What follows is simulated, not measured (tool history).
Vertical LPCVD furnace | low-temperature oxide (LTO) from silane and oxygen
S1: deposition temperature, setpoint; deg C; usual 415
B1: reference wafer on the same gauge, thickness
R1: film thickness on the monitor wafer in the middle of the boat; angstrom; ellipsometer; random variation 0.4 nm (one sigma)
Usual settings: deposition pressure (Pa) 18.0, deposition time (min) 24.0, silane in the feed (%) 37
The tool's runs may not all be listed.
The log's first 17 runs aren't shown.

run 18 hour=399.4 | S1=415 deposition_pressure_(Pa)=18.0 deposition_time_(min)=24.0 silane_in_the_feed_(%)=37 | B1=160.95 | R1=1466.6
run 19 hour=435.3 | S1=415 deposition_pressure_(Pa)=18.0 deposition_time_(min)=31.5 silane_in_the_feed_(%)=37 | B1=160.96 | R1=1925.3
-- hour=436.1 gauge calibrated
run 20 hour=450.0 | S1=415 deposition_pressure_(Pa)=16.0 deposition_time_(min)=29.0 silane_in_the_feed_(%)=37 | B1=161.12 | R1=1569.3
run 21 hour=474.7 | S1=407 deposition_pressure_(Pa)=18.0 deposition_time_(min)=20.0 silane_in_the_feed_(%)=37 | B1=161.01 | R1=1117.7
run 22 hour=491.8 | S1=422 deposition_pressure_(Pa)=18.0 deposition_time_(min)=30.5 silane_in_the_feed_(%)=32 | B1=160.91 | R1=1662.3
run 23 hour=514.2 | S1=405 deposition_pressure_(Pa)=18.0 deposition_time_(min)=32.0 silane_in_the_feed_(%)=31 | B1=160.98 | R1=1382.0
run 24 hour=546.5 | S1=422 deposition_pressure_(Pa)=18.0 deposition_time_(min)=24.0 silane_in_the_feed_(%)=42 | B1=160.95 | R1=1834.3
run 25 hour=561.3 | S1=420 deposition_pressure_(Pa)=18.0 deposition_time_(min)=24.0 silane_in_the_feed_(%)=37 | B1=160.90 | R1=1543.8
run 26 hour=580.2 | S1=422 deposition_pressure_(Pa)=18.0 deposition_time_(min)=24.0 silane_in_the_feed_(%)=37 | B1=160.98 | R1=1578.0
run 27 hour=597.9 | S1=415 deposition_pressure_(Pa)=18.0 deposition_time_(min)=24.0 silane_in_the_feed_(%)=37 | B1=160.96 | R1=1473.4

Forecast run 28:
run 28 hour=633.8 | S1=425 deposition_pressure_(Pa)=14.0 deposition_time_(min)=28.5 silane_in_the_feed_(%)=37 | B1=? | R1=?

B1: 161.11
R1: 1506.8 angstrom
Without the tool's hidden state the same run would have given R1 1496.8 angstrom.
